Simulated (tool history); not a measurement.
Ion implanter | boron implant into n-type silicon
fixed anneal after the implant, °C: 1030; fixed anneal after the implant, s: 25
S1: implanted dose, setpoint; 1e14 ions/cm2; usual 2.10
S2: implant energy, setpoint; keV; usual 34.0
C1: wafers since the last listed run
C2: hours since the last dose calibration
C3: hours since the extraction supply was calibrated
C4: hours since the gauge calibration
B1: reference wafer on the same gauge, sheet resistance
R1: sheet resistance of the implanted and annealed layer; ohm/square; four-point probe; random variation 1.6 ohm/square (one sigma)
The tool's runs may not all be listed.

run,hour,S1,S2,C1,C2,C3,C4,B1,R1
1,0.0,2.10,34.0,0,996.2,2952.9,557.6,417.43,402.00
2,46.3,2.10,34.0,635,1042.5,2999.2,603.9,417.50,400.22
3,112.8,2.10,34.0,912,1109.0,3065.7,670.4,416.10,397.31
4,139.5,2.10,34.0,366,1135.7,3092.4,697.1,416.21,400.28
5,167.1,2.10,34.0,378,1163.3,3120.0,724.7,416.97,401.22
6,218.2,1.71,41.0,701,1214.4,3171.1,775.8,417.50,452.74
7,289.4,1.71,41.0,977,1285.6,3242.3,847.0,416.69,451.73
8,322.4,1.65,34.0,452,1318.6,3275.3,880.0,417.04,473.69
# hour 331.5: gauge calibrated
9,369.4,2.37,45.5,645,1365.6,3322.3,37.9,416.90,346.21
10,408.8,1.47,44.0,540,1405.0,3361.7,77.3,416.41,499.05
11,457.8,2.32,41.5,672,1454.0,3410.7,126.3,415.89,356.83
12,492.8,2.40,44.0,480,1489.0,3445.7,161.3,416.69,344.42
13,518.5,2.10,34.0,352,1514.7,3471.4,187.0,416.99,392.36
14,547.6,2.29,23.5,399,1543.8,3500.5,216.1,417.34,380.52
# hour 570.5: extraction supply calibrated
# hour 582.1: Faraday cup replaced and dose calibrated
15,612.0,1.71,41.0,664,29.9,41.5,280.5,417.19,467.61
16,675.0,2.40,34.0,864,92.9,104.5,343.5,417.70,369.76
17,728.3,1.80,34.0,731,146.2,157.8,396.8,417.12,457.97

The tool's hidden state at each run:
deviation of the true energy from its setpoint, %: 0 in every run
gauge reads high (%): 0 in every run
H1: deviation of the true dose from the Faraday cup's reading, %
run,H1
1,2.2
2,2.43
3,2.79
4,2.93
5,3.09
6,3.39
7,3.83
8,4.05
9,4.36
10,4.63
11,4.98
12,5.24
13,5.43
14,5.65
15,-0.545
16,-0.526
17,-0.494
